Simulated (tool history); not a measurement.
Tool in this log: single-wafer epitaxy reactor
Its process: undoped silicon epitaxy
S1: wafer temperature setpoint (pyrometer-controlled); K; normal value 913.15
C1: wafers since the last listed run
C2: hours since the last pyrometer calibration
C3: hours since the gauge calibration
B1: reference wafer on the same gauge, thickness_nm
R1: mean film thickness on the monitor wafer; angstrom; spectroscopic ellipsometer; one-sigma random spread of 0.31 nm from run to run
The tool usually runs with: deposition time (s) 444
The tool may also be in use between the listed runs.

run 1 day=0.000 | S1=923.15 deposition_time_(s)=444 | C1=0 C2=1327.3 C3=172.7 | B1=51.790 | R1=684.03
run 2 day=2.000 | S1=923.15 deposition_time_(s)=444 | C1=147 C2=1375.3 C3=220.7 | B1=51.996 | R1=681.88
run 3 day=5.729 | S1=913.15 deposition_time_(s)=444 | C1=274 C2=1464.8 C3=310.2 | B1=51.766 | R1=557.81
run 4 day=9.467 | S1=907.15 deposition_time_(s)=426 | C1=274 C2=1554.5 C3=399.9 | B1=51.670 | R1=474.88
run 5 day=13.367 | S1=907.15 deposition_time_(s)=426 | C1=286 C2=1648.1 C3=493.5 | B1=51.636 | R1=472.27
run 6 day=15.412 | S1=907.15 deposition_time_(s)=426 | C1=150 C2=1697.2 C3=542.6 | B1=51.767 | R1=471.91
run 7 day=18.983 | S1=913.15 deposition_time_(s)=444 | C1=262 C2=1782.9 C3=628.3 | B1=51.487 | R1=552.59
run 8 day=23.404 | S1=913.15 deposition_time_(s)=444 | C1=325 C2=1889.0 C3=734.4 | B1=51.289 | R1=553.37
run 9 day=27.179 | S1=902.15 deposition_time_(s)=385 | C1=277 C2=1979.6 C3=825.0 | B1=51.357 | R1=386.55
run 10 day=30.529 | S1=913.15 deposition_time_(s)=444 | C1=246 C2=2060.0 C3=905.4 | B1=50.999 | R1=550.95
run 11 day=34.862 | S1=917.15 deposition_time_(s)=375 | C1=318 C2=2164.0 C3=1009.4 | B1=50.752 | R1=498.05
run 12 day=36.683 | S1=919.15 deposition_time_(s)=489 | C1=133 C2=2207.7 C3=1053.1 | B1=50.857 | R1=667.66
run 13 day=44.225 | S1=899.15 deposition_time_(s)=399 | C1=554 C2=2388.7 C3=1234.1 | B1=50.143 | R1=368.41
run 14 day=47.908 | S1=913.15 deposition_time_(s)=444 | C1=270 C2=2477.1 C3=1322.5 | B1=50.056 | R1=541.56
run 15 day=52.229 | S1=900.15 deposition_time_(s)=485 | C1=317 C2=2580.8 C3=1426.2 | B1=49.795 | R1=452.97
-- day=57.612 pyrometer calibrated
-- day=60.038 gauge calibrated
run 16 day=64.433 | S1=922.15 deposition_time_(s)=467 | C1=873 C2=163.7 C3=105.5 | B1=52.134 | R1=709.00
run 17 day=66.638 | S1=904.15 deposition_time_(s)=444 | C1=162 C2=216.6 C3=158.4 | B1=52.266 | R1=471.28
run 18 day=69.088 | S1=920.15 deposition_time_(s)=369 | C1=180 C2=275.4 C3=217.2 | B1=52.173 | R1=533.70
run 19 day=71.438 | S1=913.15 deposition_time_(s)=444 | C1=172 C2=331.8 C3=273.6 | B1=52.190 | R1=563.14
run 20 day=75.875 | S1=924.15 deposition_time_(s)=522 | C1=326 C2=438.3 C3=380.1 | B1=51.980 | R1=822.46
run 21 day=78.921 | S1=906.15 deposition_time_(s)=530 | C1=224 C2=511.4 C3=453.2 | B1=52.058 | R1=581.14
run 22 day=80.425 | S1=907.15 deposition_time_(s)=426 | C1=110 C2=547.5 C3=489.3 | B1=51.880 | R1=476.05
run 23 day=84.896 | S1=913.15 deposition_time_(s)=472 | C1=328 C2=654.8 C3=596.6 | B1=51.874 | R1=591.88

Forecast each of these 5 alternatives for the next run:
run A day=84.917 | S1=913.15 deposition_time_(s)=444 | C1=1 C2=655.3 C3=597.1 | B1=? | R1=?
run B day=84.917 | S1=901.15 deposition_time_(s)=408 | C1=1 C2=655.3 C3=597.1 | B1=? | R1=?
run C day=84.917 | S1=925.15 deposition_time_(s)=444 | C1=1 C2=655.3 C3=597.1 | B1=? | R1=?
run D day=84.917 | S1=923.15 deposition_time_(s)=421 | C1=1 C2=655.3 C3=597.1 | B1=? | R1=?
run E day=84.917 | S1=905.15 deposition_time_(s)=444 | C1=1 C2=655.3 C3=597.1 | B1=? | R1=?

run=A B1=51.641 R1=558.83
run=B B1=51.641 R1=404.80
run=C B1=51.641 R1=705.08
run=D B1=51.641 R1=643.39
run=E B1=51.641 R1=477.17
With no hidden state in the tool, these same runs would have given:
run=A R1=561.71
run=B R1=406.89
run=C R1=708.71
run=D R1=646.70
run=E R1=479.63
